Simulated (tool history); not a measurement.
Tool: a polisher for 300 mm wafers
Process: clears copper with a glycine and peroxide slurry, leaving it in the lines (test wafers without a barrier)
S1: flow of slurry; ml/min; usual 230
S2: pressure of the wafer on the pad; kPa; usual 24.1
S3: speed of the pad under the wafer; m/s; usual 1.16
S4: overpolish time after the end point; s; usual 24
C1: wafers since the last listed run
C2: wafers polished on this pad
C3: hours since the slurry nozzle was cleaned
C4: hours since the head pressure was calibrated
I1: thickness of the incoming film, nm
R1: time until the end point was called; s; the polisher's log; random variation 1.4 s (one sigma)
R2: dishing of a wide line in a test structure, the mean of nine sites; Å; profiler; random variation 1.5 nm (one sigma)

run 1 day=0.000 | S1=230 S2=24.1 S3=1.16 S4=24 | C1=0 C2=90 C3=450.6 C4=924.2 | I1=855.6 | R1=133.4 R2=930
run 2 day=0.717 | S1=230 S2=24.1 S3=1.16 S4=24 | C1=142 C2=232 C3=467.8 C4=941.4 | I1=856.5 | R1=132.6 R2=935
run 3 day=2.483 | S1=230 S2=24.1 S3=1.16 S4=24 | C1=350 C2=583 C3=510.2 C4=983.8 | I1=861.6 | R1=132.5 R2=934
-- day=4.354 worn pad replaced by a new one
run 4 day=4.375 | S1=230 S2=24.1 S3=1.16 S4=24 | C1=342 C2=4 C3=555.6 C4=1029.2 | I1=878.9 | R1=137.8 R2=918
run 5 day=4.542 | S1=230 S2=24.1 S3=1.16 S4=24 | C1=33 C2=37 C3=559.6 C4=1033.2 | I1=871.8 | R1=136.3 R2=930
run 6 day=5.108 | S1=230 S2=24.1 S3=1.16 S4=24 | C1=112 C2=150 C3=573.2 C4=1046.8 | I1=852.0 | R1=134.0 R2=920
run 7 day=5.767 | S1=230 S2=24.1 S3=1.16 S4=24 | C1=130 C2=280 C3=589.0 C4=1062.6 | I1=855.2 | R1=131.7 R2=946
-- day=6.262 head pressure recalibrated
run 8 day=6.283 | S1=185 S2=24.1 S3=1.16 S4=24 | C1=86 C2=367 C3=601.4 C4=0.5 | I1=861.8 | R1=150.3 R2=879
run 9 day=6.783 | S1=200 S2=26.9 S3=1.16 S4=24 | C1=99 C2=466 C3=613.4 C4=12.5 | I1=858.9 | R1=133.4 R2=937
run 10 day=7.292 | S1=200 S2=26.9 S3=1.16 S4=24 | C1=100 C2=567 C3=625.6 C4=24.7 | I1=857.3 | R1=132.8 R2=928
run 11 day=7.888 | S1=200 S2=26.9 S3=1.16 S4=24 | C1=118 C2=685 C3=639.9 C4=39.0 | I1=866.3 | R1=136.2 R2=940
run 12 day=8.612 | S1=230 S2=24.1 S3=1.16 S4=24 | C1=144 C2=829 C3=657.3 C4=56.4 | I1=862.2 | R1=141.3 R2=873
-- day=9.138 worn pad replaced by a new one
run 13 day=9.158 | S1=230 S2=27.6 S3=1.16 S4=24 | C1=75 C2=3 C3=670.4 C4=69.5 | I1=866.9 | R1=128.7 R2=946
run 14 day=9.275 | S1=230 S2=24.1 S3=1.16 S4=24 | C1=23 C2=26 C3=673.2 C4=72.3 | I1=863.4 | R1=140.0 R2=900
run 15 day=9.571 | S1=230 S2=28.3 S3=0.90 S4=33 | C1=58 C2=85 C3=680.3 C4=79.4 | I1=864.0 | R1=146.1 R2=1087
-- day=9.692 slurry nozzle cleaned
run 16 day=10.612 | S1=260 S2=24.1 S3=1.06 S4=24 | C1=198 C2=284 C3=22.1 C4=104.4 | I1=864.1 | R1=146.3 R2=871
run 17 day=11.329 | S1=295 S2=29.0 S3=0.90 S4=24 | C1=142 C2=426 C3=39.3 C4=121.6 | I1=866.5 | R1=140.4 R2=949
run 18 day=11.938 | S1=230 S2=24.1 S3=1.16 S4=24 | C1=120 C2=547 C3=53.9 C4=136.2 | I1=858.5 | R1=144.0 R2=901
run 19 day=12.642 | S1=260 S2=24.1 S3=1.16 S4=24 | C1=139 C2=687 C3=70.8 C4=153.1 | I1=857.7 | R1=141.1 R2=907
run 20 day=13.158 | S1=210 S2=29.0 S3=1.16 S4=17 | C1=102 C2=790 C3=83.2 C4=165.5 | I1=849.7 | R1=121.9 R2=778
run 21 day=13.525 | S1=230 S2=29.6 S3=1.16 S4=24 | C1=72 C2=862 C3=92.0 C4=174.3 | I1=857.3 | R1=118.4 R2=1035
-- day=13.792 worn pad replaced by a new one
run 22 day=13.967 | S1=290 S2=26.9 S3=1.16 S4=31 | C1=54 C2=34 C3=102.6 C4=184.9 | I1=865.9 | R1=130.1 R2=1137
run 23 day=14.671 | S1=230 S2=24.1 S3=1.16 S4=15 | C1=139 C2=174 C3=119.5 C4=201.8 | I1=857.1 | R1=141.7 R2=628
run 24 day=14.975 | S1=230 S2=18.6 S3=1.16 S4=34 | C1=60 C2=234 C3=126.8 C4=209.1 | I1=866.9 | R1=173.2 R2=982
run 25 day=15.296 | S1=230 S2=24.1 S3=1.16 S4=10 | C1=63 C2=298 C3=134.5 C4=216.8 | I1=861.0 | R1=140.4 R2=466
run 26 day=16.000 | S1=270 S2=27.6 S3=1.30 S4=24 | C1=139 C2=438 C3=151.4 C4=233.7 | I1=875.1 | R1=118.5 R2=1024
run 27 day=16.554 | S1=230 S2=31.7 S3=1.34 S4=18 | C1=110 C2=548 C3=164.7 C4=247.0 | I1=848.1 | R1=102.5 R2=930
run 28 day=16.975 | S1=230 S2=24.1 S3=1.16 S4=24 | C1=83 C2=632 C3=174.8 C4=257.1 | I1=870.9 | R1=142.3 R2=913
run 29 day=17.721 | S1=230 S2=24.1 S3=1.16 S4=24 | C1=148 C2=780 C3=192.7 C4=275.0 | I1=863.1 | R1=141.0 R2=900
run 30 day=18.162 | S1=230 S2=24.1 S3=1.16 S4=24 | C1=87 C2=868 C3=203.3 C4=285.6 | I1=870.2 | R1=143.7 R2=893
-- day=18.350 worn pad replaced by a new one
run 31 day=18.729 | S1=300 S2=26.9 S3=1.52 S4=15 | C1=79 C2=75 C3=216.9 C4=299.2 | I1=871.5 | R1=107.7 R2=777
run 32 day=19.129 | S1=230 S2=24.1 S3=1.16 S4=24 | C1=79 C2=154 C3=226.5 C4=308.8 | I1=857.9 | R1=141.6 R2=894
run 33 day=19.838 | S1=230 S2=24.1 S3=1.16 S4=24 | C1=140 C2=295 C3=243.5 C4=325.8 | I1=876.0 | R1=143.3 R2=924
run 34 day=20.308 | S1=230 S2=24.1 S3=1.16 S4=24 | C1=93 C2=388 C3=254.8 C4=337.1 | I1=874.4 | R1=143.1 R2=882

4 ways to go on from here, each from the tool as it stands after run 34. What would each give?
run A day=20.329 | S1=230 S2=24.1 S3=1.48 S4=24 | C1=4 C2=393 C3=255.3 C4=337.6 | I1=867.3 | R1=? R2=?
run B day=20.329 | S1=230 S2=26.9 S3=1.30 S4=24 | C1=4 C2=393 C3=255.3 C4=337.6 | I1=867.3 | R1=? R2=?
run C day=20.329 | S1=230 S2=24.1 S3=1.16 S4=34 | C1=4 C2=393 C3=255.3 C4=337.6 | I1=867.3 | R1=? R2=?
run D day=20.329 | S1=230 S2=16.5 S3=0.90 S4=24 | C1=4 C2=393 C3=255.3 C4=337.6 | I1=867.3 | R1=? R2=?

run=A R1=123.4 R2=983
run=B R1=122.5 R2=998
run=C R1=143.4 R2=1111
run=D R1=219.4 R2=654
Without the tool's hidden state the same runs would have given:
run=A R1=125.0 R2=974
run=B R1=124.1 R2=990
run=C R1=145.2 R2=1102
run=D R1=221.9 R2=648
